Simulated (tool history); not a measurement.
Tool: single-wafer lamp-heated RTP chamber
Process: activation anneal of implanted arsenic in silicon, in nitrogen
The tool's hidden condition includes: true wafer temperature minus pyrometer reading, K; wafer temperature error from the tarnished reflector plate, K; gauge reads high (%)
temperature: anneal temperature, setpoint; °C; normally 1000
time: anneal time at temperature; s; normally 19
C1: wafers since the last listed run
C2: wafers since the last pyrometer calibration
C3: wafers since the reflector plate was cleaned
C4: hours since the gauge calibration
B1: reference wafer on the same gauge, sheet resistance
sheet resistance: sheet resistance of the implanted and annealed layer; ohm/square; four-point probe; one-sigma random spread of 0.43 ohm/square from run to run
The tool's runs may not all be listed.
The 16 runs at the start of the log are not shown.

{"run": 17, "hour": 1346.8, "temperature": 1000, "time": 24, "C1": 1733, "C2": 3467, "C3": 7886, "C4": 211.6, "B1": 131.2, "sheet resistance": 137.53}
{"run": 18, "hour": 1405.4, "temperature": 1000, "time": 19, "C1": 1107, "C2": 4575, "C3": 8994, "C4": 270.2, "B1": 131.01, "sheet resistance": 145.39}
{"hour": 1449.6, "done": "reflector plate cleaned"}
{"run": 19, "hour": 1450.1, "temperature": 1000, "time": 25, "C1": 693, "C2": 5269, "C3": 9, "C4": 314.9, "B1": 130.83, "sheet resistance": 136.26}
{"run": 20, "hour": 1501.6, "temperature": 1027, "time": 11, "C1": 973, "C2": 6243, "C3": 983, "C4": 366.4, "B1": 131.26, "sheet resistance": 138.06}
{"run": 21, "hour": 1558.3, "temperature": 978, "time": 26, "C1": 1071, "C2": 7315, "C3": 2055, "C4": 423.1, "B1": 130.82, "sheet resistance": 155.43}
{"run": 22, "hour": 1596.8, "temperature": 1025, "time": 16, "C1": 727, "C2": 8043, "C3": 2783, "C4": 461.6, "B1": 131.07, "sheet resistance": 128.5}
{"run": 23, "hour": 1634.2, "temperature": 982, "time": 26, "C1": 707, "C2": 8750, "C3": 3490, "C4": 499, "B1": 131, "sheet resistance": 152.53}
{"hour": 1671.7, "done": "pyrometer window cleaned and pyrometer calibrated"}
{"run": 24, "hour": 1699.9, "temperature": 1000, "time": 19, "C1": 1090, "C2": 533, "C3": 4581, "C4": 564.7, "B1": 130.85, "sheet resistance": 144.86}
{"run": 25, "hour": 1775.0, "temperature": 992, "time": 8, "C1": 1419, "C2": 1953, "C3": 6001, "C4": 639.8, "B1": 130.94, "sheet resistance": 177.5}
{"run": 26, "hour": 1864.0, "temperature": 1020, "time": 11, "C1": 1682, "C2": 3636, "C3": 7683, "C4": 728.8, "B1": 130.96, "sheet resistance": 144.04}
{"run": 27, "hour": 1938.4, "temperature": 983, "time": 30, "C1": 1406, "C2": 5043, "C3": 9090, "C4": 803.2, "B1": 130.9, "sheet resistance": 146.23}
{"hour": 1951.8, "done": "reflector plate cleaned"}
{"run": 28, "hour": 1992.5, "temperature": 985, "time": 10, "C1": 871, "C2": 5914, "C3": 769, "C4": 857.3, "B1": 131.16, "sheet resistance": 177}
{"run": 29, "hour": 2063.3, "temperature": 1000, "time": 10, "C1": 1338, "C2": 7253, "C3": 2107, "C4": 928.1, "B1": 130.94, "sheet resistance": 163.8}
{"run": 30, "hour": 2158.7, "temperature": 1000, "time": 19, "C1": 1803, "C2": 9056, "C3": 3911, "C4": 1023.5, "B1": 130.96, "sheet resistance": 144.5}
{"hour": 2197.4, "done": "pyrometer window cleaned and pyrometer calibrated"}
{"run": 31, "hour": 2313.3, "temperature": 1000, "time": 19, "C1": 2771, "C2": 2190, "C3": 6683, "C4": 1178.1, "B1": 131.02, "sheet resistance": 144.22}
{"run": 32, "hour": 2352.2, "temperature": 975, "time": 15, "C1": 735, "C2": 2926, "C3": 7418, "C4": 1217, "B1": 131.05, "sheet resistance": 174.34}
{"hour": 2411.2, "done": "reflector plate cleaned"}
{"run": 33, "hour": 2411.7, "temperature": 1016, "time": 9, "C1": 973, "C2": 3900, "C3": 8, "C4": 1276.5, "B1": 131.04, "sheet resistance": 153.38}
{"run": 34, "hour": 2459.4, "temperature": 971, "time": 29, "C1": 901, "C2": 4801, "C3": 910, "C4": 1324.2, "B1": 130.83, "sheet resistance": 159.49}
{"run": 35, "hour": 2525.6, "temperature": 1000, "time": 27, "C1": 1251, "C2": 6053, "C3": 2162, "C4": 1390.4, "B1": 131.08, "sheet resistance": 134.09}

Branching from run 35: 5 alternative next runs. What would each branch give?
{"run": "A", "hour": 2526.0, "temperature": 1000, "time": 19, "C1": 7, "C2": 6061, "C3": 2169, "C4": 1390.8, "B1": "?", "sheet resistance": "?"}
{"run": "B", "hour": 2526.0, "temperature": 985, "time": 22, "C1": 7, "C2": 6061, "C3": 2169, "C4": 1390.8, "B1": "?", "sheet resistance": "?"}
{"run": "C", "hour": 2526.0, "temperature": 1000, "time": 11, "C1": 7, "C2": 6061, "C3": 2169, "C4": 1390.8, "B1": "?", "sheet resistance": "?"}
{"run": "D", "hour": 2526.0, "temperature": 991, "time": 30, "C1": 7, "C2": 6061, "C3": 2169, "C4": 1390.8, "B1": "?", "sheet resistance": "?"}
{"run": "E", "hour": 2526.0, "temperature": 985, "time": 23, "C1": 7, "C2": 6061, "C3": 2169, "C4": 1390.8, "B1": "?", "sheet resistance": "?"}

run=A B1=131.06 sheet_resistance=144.85
run=B B1=131.06 sheet_resistance=154.47
run=C B1=131.06 sheet_resistance=161.15
run=D B1=131.06 sheet_resistance=139.54
run=E B1=131.06 sheet_resistance=153.15
Stripped of hidden state, with their random variation kept, the same runs would have yielded:
run=A sheet_resistance=144.85
run=B sheet_resistance=154.47
run=C sheet_resistance=161.15
run=D sheet_resistance=139.54
run=E sheet_resistance=153.15
